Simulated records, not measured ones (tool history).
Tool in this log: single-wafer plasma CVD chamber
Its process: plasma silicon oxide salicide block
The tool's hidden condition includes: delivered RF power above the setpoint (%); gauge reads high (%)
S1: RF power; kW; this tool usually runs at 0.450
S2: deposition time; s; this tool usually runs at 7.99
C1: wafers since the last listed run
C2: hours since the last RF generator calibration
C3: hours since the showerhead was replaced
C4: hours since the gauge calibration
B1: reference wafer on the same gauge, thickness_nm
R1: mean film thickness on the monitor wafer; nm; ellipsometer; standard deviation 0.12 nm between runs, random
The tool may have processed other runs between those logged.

| run | hour | S1 | S2 | C1 | C2 | C3 | C4 | B1 | R1 |
|---|---|---|---|---|---|---|---|---|---|
| 1 | 0.0 | 0.450 | 7.99 | 0 | 1630.7 | 6810.5 | 518.5 | 79.572 | 79.733 |
| 2 | 97.2 | 0.450 | 8.63 | 3888 | 1727.9 | 6907.7 | 615.7 | 79.616 | 86.159 |
| 3 | 155.8 | 0.450 | 8.63 | 2344 | 1786.5 | 6966.3 | 674.3 | 79.576 | 86.102 |
| 4 | 222.8 | 0.450 | 8.63 | 2680 | 1853.5 | 7033.3 | 741.3 | 79.604 | 85.981 |
| 5 | 292.3 | 0.450 | 7.99 | 2780 | 1923.0 | 7102.8 | 810.8 | 79.579 | 79.805 |
| 6 | 376.3 | 0.475 | 7.99 | 3360 | 2007.0 | 7186.8 | 894.8 | 79.597 | 80.426 |
|  | 430.6 | gauge calibrated |
| 7 | 436.5 | 0.475 | 7.99 | 2408 | 2067.2 | 7247.0 | 5.9 | 79.586 | 80.238 |
| 8 | 526.2 | 0.470 | 7.99 | 3588 | 2156.9 | 7336.7 | 95.6 | 79.611 | 80.235 |
|  | 545.2 | RF generator calibrated |
| 9 | 604.1 | 0.515 | 6.43 | 2796 | 58.9 | 7414.6 | 173.5 | 79.577 | 66.482 |
| 10 | 664.7 | 0.450 | 7.99 | 2424 | 119.5 | 7475.2 | 234.1 | 79.607 | 80.604 |
|  | 712.4 | showerhead replaced |
| 11 | 712.9 | 0.400 | 6.92 | 1608 | 167.7 | 0.5 | 282.3 | 79.611 | 67.925 |
| 12 | 816.3 | 0.475 | 7.99 | 4136 | 271.1 | 103.9 | 385.7 | 79.582 | 81.341 |
| 13 | 874.4 | 0.375 | 7.99 | 2324 | 329.2 | 162.0 | 443.8 | 79.622 | 77.736 |
| 14 | 941.7 | 0.380 | 8.67 | 2692 | 396.5 | 229.3 | 511.1 | 79.606 | 84.417 |
| 15 | 998.4 | 0.475 | 7.99 | 2268 | 453.2 | 286.0 | 567.8 | 79.644 | 81.258 |
| 16 | 1057.4 | 0.390 | 7.99 | 2360 | 512.2 | 345.0 | 626.8 | 79.590 | 78.001 |

Give the tool's hidden conditions for every run:
gauge reads high (%): 0 at every run
H1: delivered RF power above the setpoint (%)
| run | H1 |
|---|---|
| 1 | -5.9 |
| 2 | -6.2 |
| 3 | -6.39 |
| 4 | -6.6 |
| 5 | -6.83 |
| 6 | -7.09 |
| 7 | -7.28 |
| 8 | -7.57 |
| 9 | -1.48 |
| 10 | -1.68 |
| 11 | -1.83 |
| 12 | -2.16 |
| 13 | -2.34 |
| 14 | -2.56 |
| 15 | -2.74 |
| 16 | -2.92 |

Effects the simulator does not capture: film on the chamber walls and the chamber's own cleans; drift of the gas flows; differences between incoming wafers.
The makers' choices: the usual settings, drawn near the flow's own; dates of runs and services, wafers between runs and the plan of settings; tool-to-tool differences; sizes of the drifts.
